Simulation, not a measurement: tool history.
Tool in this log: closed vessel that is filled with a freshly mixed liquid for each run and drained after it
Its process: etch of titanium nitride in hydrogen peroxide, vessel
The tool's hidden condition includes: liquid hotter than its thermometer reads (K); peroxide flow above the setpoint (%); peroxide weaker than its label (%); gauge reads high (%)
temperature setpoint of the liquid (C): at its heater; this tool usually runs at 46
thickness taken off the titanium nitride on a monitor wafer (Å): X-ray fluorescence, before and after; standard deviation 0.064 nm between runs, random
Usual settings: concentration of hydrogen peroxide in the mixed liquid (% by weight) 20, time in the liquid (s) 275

run,hour,temperature setpoint of the liquid (C),concentration of hydrogen peroxide in the mixed liquid (% by weight),time in the liquid (s),wafers since the last listed run,hours since the thermometer was replaced,hours since the peroxide flow meter was replaced,hours since the drum of peroxide was connected,hours since the gauge calibration,"read-back film thickness of the titanium nitride reference wafer, read on the same gauge (nm)",thickness taken off the titanium nitride on a monitor wafer (Å)
1,0,46,20,275,0,1700.9,311.7,320,1935.5,99.99,132
2,35.3,46,20,275,3206,1736.2,347,355.3,1970.8,100.01,133.2
# hour 38.1: gauge calibrated
3,102.2,40.5,20,275,6077,1803.1,413.9,422.2,64.1,99.98,87.5
4,170.9,40.5,20,275,6240,1871.8,482.6,490.9,132.8,100,87.5
5,204.6,40.5,20,275,3061,1905.5,516.3,524.6,166.5,100.05,86.5
6,269,46,20,395,5850,1969.9,580.7,589,230.9,99.94,189.8
7,301.7,41,14.5,190,2970,2002.6,613.4,621.7,263.6,100.02,58.6
8,371.7,42.5,25.5,365,6358,2072.6,683.4,691.7,333.6,99.98,141.6
9,396.8,46,15,130,2280,2097.7,708.5,716.8,358.7,99.96,58.8
10,463.1,43,20,275,6022,2164,774.8,783.1,425,100,105.5
11,531.1,42.5,20,275,6177,2232,842.8,851.1,493,100.04,102
12,653.3,46,21.5,430,11100,2354.2,965,973.3,615.2,100,210.2
# hour 733.8: peroxide flow meter replaced
# hour 771.6: thermometer replaced
13,838.4,46,20,395,16632,66.8,104.6,1158.4,800.3,99.99,185.2
14,878.5,37,14,275,3642,106.9,144.7,1198.5,840.4,99.96,60
15,913.6,50.5,20,215,3188,142,179.8,1233.6,875.5,100,139.7
# hour 928.9: new drum of peroxide connected
16,952.1,43,20,275,3406,180.5,218.3,23.2,914,100.05,104.1
17,1011.9,38,23,275,5432,240.3,278.1,83,973.8,100.01,74.2
18,1056.3,46,15,125,4033,284.7,322.5,127.4,1018.2,99.96,56.4
19,1083.5,37,14,275,2470,311.9,349.7,154.6,1045.4,99.99,60.8
20,1137.1,53,17.5,385,4868,365.5,403.3,208.2,1099,99.98,297.8
21,1165.9,46,23,325,2616,394.3,432.1,237,1127.8,99.97,158.2

Expected results for the next run?
22,1200.3,41,20,195,3124,428.7,466.5,271.4,1162.2,?,?

read-back film thickness of the titanium nitride reference wafer, read on the same gauge (nm): 99.97
thickness taken off the titanium nitride on a monitor wafer (Å): 63.4
The same run, on a tool lacking any hidden state, would have yielded thickness taken off the titanium nitride on a monitor wafer (Å) 63.2.
